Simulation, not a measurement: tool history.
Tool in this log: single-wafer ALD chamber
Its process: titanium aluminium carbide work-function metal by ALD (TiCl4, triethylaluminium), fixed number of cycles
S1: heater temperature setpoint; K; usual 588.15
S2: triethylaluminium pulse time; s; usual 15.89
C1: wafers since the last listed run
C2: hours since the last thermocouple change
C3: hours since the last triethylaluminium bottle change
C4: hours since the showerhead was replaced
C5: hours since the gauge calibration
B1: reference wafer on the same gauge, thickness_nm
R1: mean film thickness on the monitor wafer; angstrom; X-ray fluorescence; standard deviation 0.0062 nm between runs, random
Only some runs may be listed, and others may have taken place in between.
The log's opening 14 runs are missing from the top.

{"run": 15, "hour": 1272.4, "S1": 588.15, "S2": 15.89, "C1": 883, "C2": 300.4, "C3": 565.7, "C4": 3063.5, "C5": 2538.1, "B1": 2.271, "R1": 21.96}
{"run": 16, "hour": 1360.5, "S1": 600.15, "S2": 9.71, "C1": 827, "C2": 388.5, "C3": 653.8, "C4": 3151.6, "C5": 2626.2, "B1": 2.271, "R1": 22.4}
{"hour": 1404.0, "done": "triethylaluminium bottle replaced"}
{"run": 17, "hour": 1419.0, "S1": 578.15, "S2": 12.04, "C1": 474, "C2": 447, "C3": 15, "C4": 3210.1, "C5": 2684.7, "B1": 2.271, "R1": 20.78}
{"hour": 1439.4, "done": "showerhead replaced"}
{"run": 18, "hour": 1523.3, "S1": 588.15, "S2": 15.89, "C1": 904, "C2": 551.3, "C3": 119.3, "C4": 83.9, "C5": 2789, "B1": 2.27, "R1": 21.8}
{"hour": 1557.2, "done": "gauge calibrated"}
{"run": 19, "hour": 1570.9, "S1": 588.15, "S2": 15.89, "C1": 447, "C2": 598.9, "C3": 166.9, "C4": 131.5, "C5": 13.7, "B1": 2.269, "R1": 21.92}
{"run": 20, "hour": 1654.3, "S1": 578.15, "S2": 12.04, "C1": 783, "C2": 682.3, "C3": 250.3, "C4": 214.9, "C5": 97.1, "B1": 2.269, "R1": 20.62}
{"run": 21, "hour": 1709.9, "S1": 588.15, "S2": 15.89, "C1": 522, "C2": 737.9, "C3": 305.9, "C4": 270.5, "C5": 152.7, "B1": 2.269, "R1": 21.81}
{"run": 22, "hour": 1816.6, "S1": 577.15, "S2": 12.09, "C1": 1002, "C2": 844.6, "C3": 412.6, "C4": 377.2, "C5": 259.4, "B1": 2.271, "R1": 20.59}
{"run": 23, "hour": 1871.3, "S1": 593.15, "S2": 12.17, "C1": 513, "C2": 899.3, "C3": 467.3, "C4": 431.9, "C5": 314.1, "B1": 2.269, "R1": 22.13}
{"run": 24, "hour": 1953.5, "S1": 602.15, "S2": 9.95, "C1": 772, "C2": 981.5, "C3": 549.5, "C4": 514.1, "C5": 396.3, "B1": 2.271, "R1": 22.81}
{"run": 25, "hour": 2024.4, "S1": 598.15, "S2": 20.83, "C1": 666, "C2": 1052.4, "C3": 620.4, "C4": 585, "C5": 467.2, "B1": 2.269, "R1": 22.96}
{"run": 26, "hour": 2065.7, "S1": 592.15, "S2": 20.31, "C1": 388, "C2": 1093.7, "C3": 661.7, "C4": 626.3, "C5": 508.5, "B1": 2.269, "R1": 22.52}
{"hour": 2089.5, "done": "triethylaluminium bottle replaced"}
{"run": 27, "hour": 2121.2, "S1": 575.15, "S2": 13.36, "C1": 446, "C2": 1149.2, "C3": 31.7, "C4": 681.8, "C5": 564, "B1": 2.27, "R1": 20.39}
{"run": 28, "hour": 2174.6, "S1": 582.15, "S2": 18.72, "C1": 501, "C2": 1202.6, "C3": 85.1, "C4": 735.2, "C5": 617.4, "B1": 2.271, "R1": 21.38}
{"run": 29, "hour": 2244.0, "S1": 583.15, "S2": 12.3, "C1": 652, "C2": 1272, "C3": 154.5, "C4": 804.6, "C5": 686.8, "B1": 2.27, "R1": 21.11}
{"run": 30, "hour": 2425.0, "S1": 577.15, "S2": 21.89, "C1": 1700, "C2": 1453, "C3": 335.5, "C4": 985.6, "C5": 867.8, "B1": 2.27, "R1": 20.86}
{"run": 31, "hour": 2521.4, "S1": 580.15, "S2": 18.32, "C1": 905, "C2": 1549.4, "C3": 431.9, "C4": 1082, "C5": 964.2, "B1": 2.272, "R1": 21.18}
{"run": 32, "hour": 2666.9, "S1": 588.15, "S2": 15.89, "C1": 1366, "C2": 1694.9, "C3": 577.4, "C4": 1227.5, "C5": 1109.7, "B1": 2.269, "R1": 21.84}
{"run": 33, "hour": 2706.6, "S1": 588.15, "S2": 15.89, "C1": 372, "C2": 1734.6, "C3": 617.1, "C4": 1267.2, "C5": 1149.4, "B1": 2.27, "R1": 21.91}
{"hour": 2744.1, "done": "triethylaluminium bottle replaced"}
{"run": 34, "hour": 2795.8, "S1": 600.15, "S2": 20.74, "C1": 762, "C2": 1823.8, "C3": 51.7, "C4": 1356.4, "C5": 1238.6, "B1": 2.271, "R1": 23.23}

3 options for the next run, each taken on its own from the tool as it stands now. Forecast them:
{"run": "A", "hour": 2796.2, "S1": 577.15, "S2": 15.89, "C1": 3, "C2": 1824.2, "C3": 52.1, "C4": 1356.8, "C5": 1239, "B1": "?", "R1": "?"}
{"run": "B", "hour": 2796.2, "S1": 599.15, "S2": 11.01, "C1": 3, "C2": 1824.2, "C3": 52.1, "C4": 1356.8, "C5": 1239, "B1": "?", "R1": "?"}
{"run": "C", "hour": 2796.2, "S1": 582.15, "S2": 19.53, "C1": 3, "C2": 1824.2, "C3": 52.1, "C4": 1356.8, "C5": 1239, "B1": "?", "R1": "?"}

run=A B1=2.269 R1=20.79
run=B B1=2.269 R1=22.67
run=C B1=2.269 R1=21.36
Without the tool's unlogged condition, the same runs would have read:
run=A R1=20.79
run=B R1=22.67
run=C R1=21.36
